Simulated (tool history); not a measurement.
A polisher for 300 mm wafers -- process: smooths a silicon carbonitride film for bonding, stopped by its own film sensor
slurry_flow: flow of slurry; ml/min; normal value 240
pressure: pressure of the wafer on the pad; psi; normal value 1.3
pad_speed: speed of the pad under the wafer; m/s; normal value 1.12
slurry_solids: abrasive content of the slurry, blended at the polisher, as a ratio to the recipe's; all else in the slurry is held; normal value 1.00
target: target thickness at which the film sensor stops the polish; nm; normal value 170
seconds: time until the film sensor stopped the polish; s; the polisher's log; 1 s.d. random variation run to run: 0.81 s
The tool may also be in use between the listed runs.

| run | hour | slurry_flow | pressure | pad_speed | slurry_solids | target | incoming thickness of the incoming film, nm | seconds |
|---|---|---|---|---|---|---|---|---|
| 1 | 0.0 | 240 | 1.2 | 1.12 | 1.00 | 170 | 192.8 | 108.8 |
| 2 | 24.2 | 240 | 1.3 | 1.12 | 1.00 | 170 | 188.1 | 78.9 |
|  | 29.9 | head pressure recalibrated |
| 3 | 57.7 | 240 | 1.3 | 1.12 | 1.00 | 170 | 189.5 | 89.8 |
| 4 | 75.3 | 240 | 1.3 | 1.12 | 1.00 | 170 | 188.8 | 85.5 |
| 5 | 89.8 | 240 | 1.3 | 1.12 | 1.00 | 170 | 189.5 | 89.0 |
| 6 | 114.9 | 240 | 1.3 | 1.12 | 1.00 | 170 | 192.4 | 100.6 |
| 7 | 139.1 | 240 | 1.3 | 1.12 | 1.00 | 170 | 189.9 | 88.9 |
| 8 | 160.3 | 240 | 1.3 | 1.12 | 1.00 | 170 | 189.8 | 88.7 |
| 9 | 184.3 | 240 | 1.3 | 1.12 | 1.00 | 170 | 192.0 | 98.1 |
|  | 195.7 | worn pad replaced by a new one |
|  | 202.1 | slurry blender recalibrated |
| 10 | 213.1 | 240 | 1.3 | 1.12 | 1.00 | 170 | 189.2 | 85.6 |
| 11 | 246.7 | 240 | 1.3 | 1.12 | 1.00 | 170 | 189.8 | 86.8 |
| 12 | 267.0 | 240 | 1.3 | 1.12 | 1.00 | 170 | 188.5 | 81.2 |
| 13 | 287.2 | 240 | 1.3 | 1.12 | 1.00 | 170 | 191.7 | 96.7 |
| 14 | 376.3 | 240 | 1.3 | 1.12 | 1.00 | 170 | 188.5 | 81.8 |
| 15 | 400.7 | 240 | 1.3 | 0.92 | 1.00 | 170 | 192.3 | 110.8 |
|  | 408.3 | slurry nozzle cleaned |
| 16 | 414.0 | 240 | 1.0 | 1.12 | 1.00 | 165 | 190.2 | 141.7 |
|  | 447.6 | worn pad replaced by a new one |
|  | 505.6 | head pressure recalibrated |
| 17 | 520.6 | 240 | 1.3 | 1.12 | 1.00 | 170 | 192.1 | 105.3 |
| 18 | 547.8 | 270 | 1.3 | 0.82 | 1.10 | 170 | 191.9 | 114.3 |
|  | 557.6 | slurry blender recalibrated |
| 19 | 564.4 | 240 | 1.3 | 1.12 | 1.00 | 170 | 189.9 | 90.7 |
| 20 | 593.3 | 240 | 1.3 | 1.12 | 1.00 | 170 | 186.6 | 76.5 |
| 21 | 625.3 | 240 | 1.1 | 1.38 | 1.00 | 170 | 190.0 | 97.3 |
| 22 | 646.6 | 240 | 1.3 | 1.12 | 1.00 | 170 | 190.2 | 92.1 |
| 23 | 674.8 | 240 | 1.3 | 1.12 | 1.25 | 167 | 193.7 | 108.8 |
| 24 | 704.2 | 240 | 1.3 | 1.12 | 1.00 | 170 | 192.0 | 99.7 |
|  | 714.9 | worn pad replaced by a new one |
| 25 | 721.2 | 240 | 1.3 | 1.12 | 1.00 | 176 | 189.4 | 60.1 |
| 26 | 752.7 | 210 | 1.3 | 1.12 | 0.75 | 170 | 191.4 | 114.9 |
| 27 | 785.3 | 240 | 1.3 | 1.12 | 0.85 | 170 | 187.6 | 85.8 |

Run 28 has not been measured yet. What should we expect?
| 28 | 807.4 | 240 | 1.3 | 1.28 | 1.00 | 170 | 191.2 | ? |

Run 28 gave seconds 87.6 s.
With the hidden condition absent and the run-to-run variation left alone, this run would have shown seconds 90.7 s.
